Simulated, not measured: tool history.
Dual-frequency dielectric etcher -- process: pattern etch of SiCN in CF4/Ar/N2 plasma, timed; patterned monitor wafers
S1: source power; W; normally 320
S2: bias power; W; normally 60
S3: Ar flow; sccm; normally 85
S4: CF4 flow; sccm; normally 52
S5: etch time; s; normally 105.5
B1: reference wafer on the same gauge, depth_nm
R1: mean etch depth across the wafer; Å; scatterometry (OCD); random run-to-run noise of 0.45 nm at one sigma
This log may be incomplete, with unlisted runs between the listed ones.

run   hour   S1  S2   S3  S4     S5    B1   R1
  1      0  320  74   85  57  105.5  62.9  727
      29.4  -- wet clean of the chamber
      31.6  -- Ar flow controller replaced
  2   32.1  320  74   85  52     86  62.9  602
  3   53.3  320  48   96  43  105.5  62.7  575
  4   73.2  320  60   85  52  105.5  62.8  662
  5   97.7  320  60   66  59     79  62.8  522
  6  115.7  260  45   85  65    121  62.8  577
  7  139.8  320  48   85  46     80  62.7  443
  8  172.5  320  60   85  52  105.5  62.8  659
  9  189.3  290  60   85  52     89  62.7  509
 10  295.8  320  60   85  52  105.5  62.7  653
       308  -- bias power generator calibrated
 11  309.5  320  60   99  52  105.5  62.8  638
 12  332.1  320  60  101  52  105.5  62.8  641
 13  355.3  320  69   85  60  105.5  62.8  707
 14  380.2  320  54   85  52  105.5  62.7  625
 15  397.5  320  60   85  52  105.5  62.9  651
 16  433.1  270  60   85  65  105.5  62.8  578
 17  449.4  370  60  105  52  105.5  62.9  712
 18  484.2  290  65  100  43  105.5  62.8  584
 19  519.6  320  53   85  52  105.5  62.9  613
     555.2  -- wet clean of the chamber
 20  555.7  320  60   85  52     81  62.8  513
 21  564.9  320  60   85  52  105.5  62.9  670
 22  592.3  350  60   85  52    134  62.8  934

Here are 3 independent what-if runs from the current tool condition. What would each one return?
  A  592.7  320  60   85  60  105.5   ?   ?
  B  592.7  320  60   85  52     84   ?   ?
  C  592.7  270  60  105  48  105.5   ?   ?

run    B1   R1
  A  62.7  691
  B  62.7  539
  C  62.7  560
With no hidden state in the tool, these same runs would have given:
run   R1
  A  689
  B  538
  C  559

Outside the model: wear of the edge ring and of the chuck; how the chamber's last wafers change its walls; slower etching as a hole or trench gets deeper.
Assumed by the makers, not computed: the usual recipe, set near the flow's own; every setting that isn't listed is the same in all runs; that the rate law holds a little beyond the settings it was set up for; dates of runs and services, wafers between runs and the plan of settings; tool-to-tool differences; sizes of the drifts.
